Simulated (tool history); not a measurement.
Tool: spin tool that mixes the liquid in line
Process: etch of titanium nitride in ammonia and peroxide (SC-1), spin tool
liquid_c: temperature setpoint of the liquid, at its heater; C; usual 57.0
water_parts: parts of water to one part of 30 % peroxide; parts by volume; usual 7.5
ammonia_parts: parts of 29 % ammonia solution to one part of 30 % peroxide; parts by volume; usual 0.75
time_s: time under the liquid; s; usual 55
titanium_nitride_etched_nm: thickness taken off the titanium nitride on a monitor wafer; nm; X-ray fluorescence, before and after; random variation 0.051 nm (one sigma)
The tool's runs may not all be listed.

| run | hour | liquid_c | water_parts | ammonia_parts | time_s | wafers since the last listed run | hours since the thermometer was replaced | hours since the ammonia flow meter was replaced | hours since the heated supply line was repaired | hours since the drum of ammonia solution was connected | hours since the gauge calibration | read-back film thickness of the titanium nitride reference wafer, read on the same gauge (nm) | titanium_nitride_etched_nm |
|---|---|---|---|---|---|---|---|---|---|---|---|---|---|
| 1 | 0.0 | 57.0 | 7.5 | 0.75 | 55 | 0 | 2610.8 | 2067.1 | 2076.1 | 99.2 | 1545.0 | 59.97 | 7.31 |
| 2 | 53.5 | 57.0 | 6.5 | 0.75 | 55 | 649 | 2664.3 | 2120.6 | 2129.6 | 152.7 | 1598.5 | 59.96 | 7.86 |
|  | 81.1 | ammonia flow meter replaced |
| 3 | 119.6 | 57.0 | 6.5 | 0.75 | 55 | 790 | 2730.4 | 38.5 | 2195.7 | 218.8 | 1664.6 | 60.00 | 7.73 |
|  | 156.6 | heated supply line repaired |
| 4 | 163.5 | 57.0 | 6.5 | 0.75 | 55 | 520 | 2774.3 | 82.4 | 6.9 | 262.7 | 1708.5 | 60.02 | 8.60 |
| 5 | 218.8 | 57.0 | 7.5 | 0.75 | 55 | 671 | 2829.6 | 137.7 | 62.2 | 318.0 | 1763.8 | 60.00 | 8.00 |
| 6 | 243.9 | 57.0 | 7.5 | 0.75 | 55 | 304 | 2854.7 | 162.8 | 87.3 | 343.1 | 1788.9 | 60.02 | 8.08 |
|  | 298.5 | new drum of ammonia solution connected |
| 7 | 308.2 | 57.0 | 7.5 | 0.75 | 40 | 768 | 2919.0 | 227.1 | 151.6 | 9.7 | 1853.2 | 60.03 | 5.83 |
| 8 | 367.0 | 63.0 | 7.5 | 0.45 | 55 | 713 | 2977.8 | 285.9 | 210.4 | 68.5 | 1912.0 | 60.03 | 10.85 |
| 9 | 401.1 | 57.0 | 7.5 | 0.75 | 55 | 413 | 3011.9 | 320.0 | 244.5 | 102.6 | 1946.1 | 59.96 | 7.93 |
| 10 | 465.9 | 57.0 | 7.5 | 0.60 | 70 | 786 | 3076.7 | 384.8 | 309.3 | 167.4 | 2010.9 | 59.97 | 9.77 |
| 11 | 494.1 | 65.5 | 7.5 | 0.75 | 55 | 342 | 3104.9 | 413.0 | 337.5 | 195.6 | 2039.1 | 60.00 | 13.82 |
|  | 528.3 | thermometer replaced |
| 12 | 602.0 | 61.0 | 7.5 | 0.75 | 55 | 1297 | 73.7 | 520.9 | 445.4 | 303.5 | 2147.0 | 60.03 | 10.35 |
|  | 634.0 | gauge calibrated |
| 13 | 645.7 | 57.0 | 7.5 | 0.75 | 55 | 530 | 117.4 | 564.6 | 489.1 | 347.2 | 11.7 | 60.00 | 7.79 |
| 14 | 693.2 | 65.5 | 7.5 | 0.75 | 55 | 576 | 164.9 | 612.1 | 536.6 | 394.7 | 59.2 | 59.98 | 13.78 |
|  | 701.1 | new drum of ammonia solution connected |
| 15 | 748.0 | 57.0 | 6.5 | 0.75 | 55 | 653 | 219.7 | 666.9 | 591.4 | 46.9 | 114.0 | 60.00 | 8.39 |
| 16 | 776.2 | 51.5 | 5.0 | 0.60 | 35 | 342 | 247.9 | 695.1 | 619.6 | 75.1 | 142.2 | 60.00 | 4.04 |
| 17 | 821.0 | 57.0 | 7.5 | 1.15 | 55 | 543 | 292.7 | 739.9 | 664.4 | 119.9 | 187.0 | 60.00 | 8.27 |
| 18 | 856.2 | 57.0 | 7.5 | 0.60 | 55 | 427 | 327.9 | 775.1 | 699.6 | 155.1 | 222.2 | 59.99 | 7.51 |
| 19 | 883.6 | 57.0 | 11.5 | 0.95 | 55 | 332 | 355.3 | 802.5 | 727.0 | 182.5 | 249.6 | 60.00 | 6.48 |
| 20 | 945.3 | 66.5 | 6.0 | 0.40 | 45 | 748 | 417.0 | 864.2 | 788.7 | 244.2 | 311.3 | 59.97 | 11.98 |
| 21 | 996.2 | 57.0 | 7.5 | 0.75 | 55 | 617 | 467.9 | 915.1 | 839.6 | 295.1 | 362.2 | 60.01 | 7.76 |
| 22 | 1056.2 | 57.0 | 7.5 | 0.40 | 55 | 728 | 527.9 | 975.1 | 899.6 | 355.1 | 422.2 | 59.97 | 6.94 |
| 23 | 1088.3 | 57.0 | 7.5 | 0.75 | 55 | 389 | 560.0 | 1007.2 | 931.7 | 387.2 | 454.3 | 60.01 | 7.72 |

The same runs without the tool's hidden state, with the same run-to-run variation:
The hidden state here: liquid colder than its thermometer reads (K); ammonia flow below the setpoint (%); temperature lost on the way to the wafer (K); ammonia solution weaker than its label (%); gauge reads high (%).
| run | titanium_nitride_etched_nm |
|---|---|
| 1 | 8.15 |
| 2 | 8.79 |
| 3 | 8.67 |
| 4 | 8.70 |
| 5 | 8.11 |
| 6 | 8.21 |
| 7 | 5.93 |
| 8 | 11.07 |
| 9 | 8.11 |
| 10 | 10.03 |
| 11 | 14.20 |
| 12 | 10.69 |
| 13 | 8.07 |
| 14 | 14.29 |
| 15 | 8.74 |
| 16 | 4.22 |
| 17 | 8.64 |
| 18 | 7.87 |
| 19 | 6.79 |
| 20 | 12.57 |
| 21 | 8.18 |
| 22 | 7.34 |
| 23 | 8.17 |

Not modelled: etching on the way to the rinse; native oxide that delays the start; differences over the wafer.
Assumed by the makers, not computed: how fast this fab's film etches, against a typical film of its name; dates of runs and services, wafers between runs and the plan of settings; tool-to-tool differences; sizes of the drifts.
